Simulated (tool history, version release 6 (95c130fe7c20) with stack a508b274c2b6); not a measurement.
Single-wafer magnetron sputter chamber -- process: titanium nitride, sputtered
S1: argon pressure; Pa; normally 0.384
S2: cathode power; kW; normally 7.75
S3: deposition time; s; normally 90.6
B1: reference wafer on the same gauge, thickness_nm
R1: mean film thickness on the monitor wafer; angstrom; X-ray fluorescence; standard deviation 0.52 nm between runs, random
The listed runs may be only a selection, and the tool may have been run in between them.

| run | hour | S1 | S2 | S3 | B1 | R1 |
|---|---|---|---|---|---|---|
| 1 | 0 | 0.427 | 7.75 | 90.6 | 121.771 | 1257.45 |
| 2 | 104 | 0.427 | 7.75 | 90.6 | 121.884 | 1256.62 |
| 3 | 160 | 0.427 | 7.75 | 90.6 | 122.081 | 1269.1 |
| 4 | 215.3 | 0.384 | 7.75 | 90.6 | 122.217 | 1289.85 |
| 5 | 289.4 | 0.269 | 7.75 | 90.6 | 122.274 | 1356.29 |
| 6 | 394.1 | 0.269 | 7.75 | 90.6 | 122.559 | 1358.93 |
| 7 | 433.6 | 0.384 | 7.75 | 90.6 | 122.536 | 1294.52 |
| 8 | 511.2 | 0.384 | 7.75 | 90.6 | 122.746 | 1290.67 |
| 9 | 569.8 | 0.384 | 7.75 | 78.9 | 122.837 | 1123.4 |
|  | 619.4 | sputter target and shields replaced |
|  | 694.8 | magnet pack replaced |
|  | 698.4 | capacitance manometer re-zeroed and calibrated |
| 10 | 883.8 | 0.384 | 7.15 | 90.6 | 123.58 | 1250.21 |
| 11 | 963.1 | 0.384 | 7.15 | 90.6 | 123.864 | 1251.16 |
| 12 | 1058.3 | 0.384 | 7.15 | 90.6 | 124.283 | 1255.01 |
| 13 | 1097.7 | 0.384 | 7.75 | 90.6 | 124.2 | 1311.17 |
| 14 | 1140.4 | 0.384 | 7.75 | 90.6 | 124.18 | 1314.11 |
| 15 | 1179 | 0.472 | 5.85 | 103.9 | 124.438 | 1260.51 |
| 16 | 1246 | 0.453 | 7.75 | 101.5 | 124.66 | 1419.72 |
|  | 1270.1 | sputter target and shields replaced |
| 17 | 1348 | 0.384 | 6 | 90.6 | 124.861 | 1154.25 |
| 18 | 1396.5 | 0.384 | 8.45 | 90.6 | 124.967 | 1388.97 |
| 19 | 1474.1 | 0.384 | 6.9 | 103.6 | 125.345 | 1421.59 |
| 20 | 1558.1 | 0.384 | 6 | 75.7 | 125.529 | 964.12 |
| 21 | 1600.9 | 0.437 | 7.75 | 99.3 | 125.548 | 1406.37 |
| 22 | 1678.4 | 0.384 | 6 | 106.2 | 125.783 | 1359.19 |
| 23 | 1776.8 | 0.384 | 7.75 | 103.2 | 126.226 | 1514.82 |
|  | 1842.6 | sputter target and shields replaced |
| 24 | 1843.1 | 0.384 | 5.9 | 85.8 | 126.334 | 1098.61 |
| 25 | 1903.6 | 0.472 | 5.85 | 103.9 | 126.754 | 1284.68 |
| 26 | 1980.7 | 0.489 | 7.2 | 72.8 | 126.808 | 993.85 |
|  | 2104.6 | gauge calibrated |
| 27 | 2157.9 | 0.384 | 6.4 | 78.8 | 119.952 | 997.15 |
| 28 | 2244 | 0.384 | 6 | 75.7 | 119.695 | 923.63 |
| 29 | 2292.2 | 0.384 | 7.75 | 101 | 119.731 | 1416.1 |
| 30 | 2343.3 | 0.384 | 7.75 | 90.6 | 119.876 | 1262.68 |
| 31 | 2384.2 | 0.384 | 9.5 | 76.6 | 119.943 | 1202.6 |
|  | 2561.4 | sputter target and shields replaced |
| 32 | 2607.9 | 0.384 | 7.25 | 90.6 | 119.955 | 1224.33 |
| 33 | 2682.1 | 0.271 | 8.5 | 78.2 | 120.036 | 1208.84 |
| 34 | 2760.9 | 0.285 | 8.35 | 104.4 | 120.129 | 1578.95 |
| 35 | 2797.5 | 0.384 | 7.75 | 98.2 | 120.028 | 1367.31 |

For some of the steps in R1 from one run to the next: how much would appear even if the tool had no hidden state, given the settings, what came in and random variation, and how much remains for the hidden state plus any gauge scatter that the measured result and the result without hidden state don't share?
The hidden state here: deposition rate above that of a new target (%); true argon pressure above the setpoint (%); gauge reads high (%).
Run 19 -> 20: S2 6.9 -> 6, S3 103.6 -> 75.7. R1 -457.47 angstrom: hidden state -17.43, all else -440.04.
Run 20 -> 21: S1 0.384 -> 0.437, S2 6 -> 7.75, S3 75.7 -> 99.3. R1 +442.25 angstrom: hidden state +20.86, all else +421.39.
Run 23 -> 24: S2 7.75 -> 5.9, S3 103.2 -> 85.8, sputter target and shields replaced. R1 -416.21 angstrom: hidden state -18.7, all else -397.51.
Run 26 -> 27: S1 0.489 -> 0.384, S2 7.2 -> 6.4, S3 72.8 -> 78.8, gauge calibrated. R1 +3.3 angstrom: hidden state -55.41, all else +58.71.
Run 28 -> 29: S2 6 -> 7.75, S3 75.7 -> 101. R1 +492.47 angstrom: hidden state -0.68, all else +493.15.
